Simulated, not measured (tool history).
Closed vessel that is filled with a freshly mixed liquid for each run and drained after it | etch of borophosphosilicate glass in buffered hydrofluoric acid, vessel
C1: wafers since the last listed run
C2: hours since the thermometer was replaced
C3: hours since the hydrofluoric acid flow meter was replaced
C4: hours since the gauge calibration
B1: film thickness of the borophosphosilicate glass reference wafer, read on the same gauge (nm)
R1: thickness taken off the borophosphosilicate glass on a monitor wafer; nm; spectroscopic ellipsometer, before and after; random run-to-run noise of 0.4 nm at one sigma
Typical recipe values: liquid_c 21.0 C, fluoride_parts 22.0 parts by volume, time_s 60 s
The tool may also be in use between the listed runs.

{"run": 1, "hour": 0.0, "liquid_c": 21.0, "fluoride_parts": 18.0, "time_s": 60, "C1": 0, "C2": 2546.9, "C3": 1159.2, "C4": 350.3, "B1": 90.01, "R1": 71.12}
{"run": 2, "hour": 50.5, "liquid_c": 21.0, "fluoride_parts": 18.0, "time_s": 60, "C1": 6287, "C2": 2597.4, "C3": 1209.7, "C4": 400.8, "B1": 89.97, "R1": 71.21}
{"run": 3, "hour": 92.5, "liquid_c": 21.0, "fluoride_parts": 22.0, "time_s": 60, "C1": 5228, "C2": 2639.4, "C3": 1251.7, "C4": 442.8, "B1": 89.99, "R1": 59.24}
{"run": 4, "hour": 132.8, "liquid_c": 21.0, "fluoride_parts": 22.0, "time_s": 60, "C1": 5017, "C2": 2679.7, "C3": 1292.0, "C4": 483.1, "B1": 89.97, "R1": 60.66}
{"run": 5, "hour": 188.9, "liquid_c": 21.0, "fluoride_parts": 22.0, "time_s": 60, "C1": 6984, "C2": 2735.8, "C3": 1348.1, "C4": 539.2, "B1": 90.04, "R1": 60.53}
{"run": 6, "hour": 213.8, "liquid_c": 21.0, "fluoride_parts": 22.0, "time_s": 60, "C1": 3099, "C2": 2760.7, "C3": 1373.0, "C4": 564.1, "B1": 90.01, "R1": 60.24}
{"run": 7, "hour": 279.7, "liquid_c": 21.0, "fluoride_parts": 22.0, "time_s": 60, "C1": 8204, "C2": 2826.6, "C3": 1438.9, "C4": 630.0, "B1": 90.02, "R1": 60.58}
{"hour": 322.6, "done": "thermometer replaced"}
{"run": 8, "hour": 356.3, "liquid_c": 21.0, "fluoride_parts": 22.0, "time_s": 60, "C1": 9411, "C2": 33.7, "C3": 1515.5, "C4": 706.6, "B1": 90.0, "R1": 53.25}
{"run": 9, "hour": 422.0, "liquid_c": 17.0, "fluoride_parts": 22.0, "time_s": 60, "C1": 8179, "C2": 99.4, "C3": 1581.2, "C4": 772.3, "B1": 90.02, "R1": 42.41}
{"hour": 430.7, "done": "hydrofluoric acid flow meter replaced"}
{"run": 10, "hour": 475.9, "liquid_c": 22.5, "fluoride_parts": 15.5, "time_s": 60, "C1": 6585, "C2": 153.3, "C3": 45.2, "C4": 826.2, "B1": 90.01, "R1": 80.01}
{"hour": 501.0, "done": "gauge calibrated"}
{"run": 11, "hour": 539.2, "liquid_c": 19.0, "fluoride_parts": 28.0, "time_s": 30, "C1": 7880, "C2": 216.6, "C3": 108.5, "C4": 38.2, "B1": 89.98, "R1": 20.25}
{"run": 12, "hour": 589.9, "liquid_c": 22.5, "fluoride_parts": 22.0, "time_s": 45, "C1": 6312, "C2": 267.3, "C3": 159.2, "C4": 88.9, "B1": 89.97, "R1": 43.61}
{"run": 13, "hour": 642.9, "liquid_c": 19.5, "fluoride_parts": 18.0, "time_s": 60, "C1": 6598, "C2": 320.3, "C3": 212.2, "C4": 141.9, "B1": 89.97, "R1": 58.13}
{"run": 14, "hour": 667.6, "liquid_c": 17.5, "fluoride_parts": 19.5, "time_s": 30, "C1": 3075, "C2": 345.0, "C3": 236.9, "C4": 166.6, "B1": 90.01, "R1": 24.36}
{"run": 15, "hour": 706.2, "liquid_c": 21.0, "fluoride_parts": 22.0, "time_s": 60, "C1": 4805, "C2": 383.6, "C3": 275.5, "C4": 205.2, "B1": 89.99, "R1": 54.02}
{"run": 16, "hour": 741.0, "liquid_c": 18.5, "fluoride_parts": 26.0, "time_s": 60, "C1": 4332, "C2": 418.4, "C3": 310.3, "C4": 240.0, "B1": 90.0, "R1": 41.97}
{"run": 17, "hour": 784.1, "liquid_c": 19.0, "fluoride_parts": 22.0, "time_s": 45, "C1": 5365, "C2": 461.5, "C3": 353.4, "C4": 283.1, "B1": 90.0, "R1": 36.15}

What the log doesn't show, run by run:
hydrofluoric acid flow below the setpoint (%): 0 across all the runs
gauge reads high (%): 0 across all the runs
H1: liquid hotter than its thermometer reads (K)
run=1 H1=2.54
run=2 H1=2.59
run=3 H1=2.63
run=4 H1=2.66
run=5 H1=2.71
run=6 H1=2.73
run=7 H1=2.79
run=8 H1=0.255
run=9 H1=0.314
run=10 H1=0.361
run=11 H1=0.418
run=12 H1=0.463
run=13 H1=0.51
run=14 H1=0.532
run=15 H1=0.566
run=16 H1=0.597
run=17 H1=0.635

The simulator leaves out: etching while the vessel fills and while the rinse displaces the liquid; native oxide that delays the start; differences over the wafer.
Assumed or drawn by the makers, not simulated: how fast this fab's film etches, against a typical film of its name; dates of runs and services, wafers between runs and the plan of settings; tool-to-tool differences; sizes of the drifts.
